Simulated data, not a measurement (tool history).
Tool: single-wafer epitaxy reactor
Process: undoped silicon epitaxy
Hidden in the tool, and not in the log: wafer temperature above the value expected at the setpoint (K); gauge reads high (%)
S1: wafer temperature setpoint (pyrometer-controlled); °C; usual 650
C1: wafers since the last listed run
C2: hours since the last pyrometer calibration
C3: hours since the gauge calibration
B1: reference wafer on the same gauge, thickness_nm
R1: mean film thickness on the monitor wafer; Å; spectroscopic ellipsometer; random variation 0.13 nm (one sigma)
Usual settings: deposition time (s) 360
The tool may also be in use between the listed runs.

Run 1, hour 0.0: usual settings; C1 0; C2 2100.3; C3 124.4; B1 61.359. Result: R1 514.10 Å.
Run 2, hour 15.4: usual settings; C1 110; C2 2115.7; C3 139.8; B1 61.387. Result: R1 515.09 Å.
At hour 17.6: gauge calibrated.
Run 3, hour 22.5: usual settings; C1 50; C2 2122.8; C3 4.9; B1 61.393. Result: R1 513.27 Å.
Run 4, hour 32.4: usual settings; C1 70; C2 2132.7; C3 14.8; B1 61.403. Result: R1 514.02 Å.
Run 5, hour 44.2: usual settings but deposition time (s) 385; C1 84; C2 2144.5; C3 26.6; B1 61.375. Result: R1 548.86 Å.
Run 6, hour 51.7: usual settings but deposition time (s) 385; C1 53; C2 2152.0; C3 34.1; B1 61.400. Result: R1 550.07 Å.
Run 7, hour 69.0: usual settings but deposition time (s) 338; C1 123; C2 2169.3; C3 51.4; B1 61.369. Result: R1 482.12 Å.
Run 8, hour 76.4: usual settings but deposition time (s) 338; C1 52; C2 2176.7; C3 58.8; B1 61.387. Result: R1 483.91 Å.
Run 9, hour 85.8: usual settings but S1 659 °C; C1 67; C2 2186.1; C3 68.2; B1 61.402. Result: R1 612.51 Å.
At hour 94.9: pyrometer calibrated.
Run 10, hour 95.4: usual settings; C1 11; C2 0.5; C3 77.8; B1 61.387. Result: R1 571.06 Å.
Run 11, hour 107.3: usual settings but deposition time (s) 305; C1 85; C2 12.4; C3 89.7; B1 61.380. Result: R1 483.78 Å.
Run 12, hour 124.8: usual settings but S1 654 °C, deposition time (s) 387; C1 125; C2 29.9; C3 107.2; B1 61.411. Result: R1 660.03 Å.
At hour 134.3: gauge calibrated.
Run 13, hour 141.9: usual settings but S1 659 °C; C1 122; C2 47.0; C3 7.6; B1 61.451. Result: R1 675.54 Å.
Run 14, hour 158.6: usual settings; C1 119; C2 63.7; C3 24.3; B1 61.416. Result: R1 568.44 Å.
Run 15, hour 168.5: usual settings but S1 637 °C, deposition time (s) 297; C1 70; C2 73.6; C3 34.2; B1 61.398. Result: R1 360.18 Å.
Run 16, hour 181.8: usual settings but deposition time (s) 414; C1 95; C2 86.9; C3 47.5; B1 61.380. Result: R1 655.02 Å.
Run 17, hour 192.2: usual settings; C1 74; C2 97.3; C3 57.9; B1 61.368. Result: R1 568.71 Å.
Run 18, hour 208.9: usual settings but S1 637 °C, deposition time (s) 319; C1 119; C2 114.0; C3 74.6; B1 61.408. Result: R1 387.99 Å.
Run 19, hour 224.7: usual settings but deposition time (s) 421; C1 113; C2 129.8; C3 90.4; B1 61.391. Result: R1 665.24 Å.

The next listed run, before its measurement:
Run 20, hour 239.3: usual settings but S1 656 °C, deposition time (s) 430; C1 104; C2 144.4; C3 105.0; B1 ?. Result: R1 ?.

B1: 61.387
R1: 761.71 Å
Without the tool's hidden state the same run would have given R1 763.98 Å.

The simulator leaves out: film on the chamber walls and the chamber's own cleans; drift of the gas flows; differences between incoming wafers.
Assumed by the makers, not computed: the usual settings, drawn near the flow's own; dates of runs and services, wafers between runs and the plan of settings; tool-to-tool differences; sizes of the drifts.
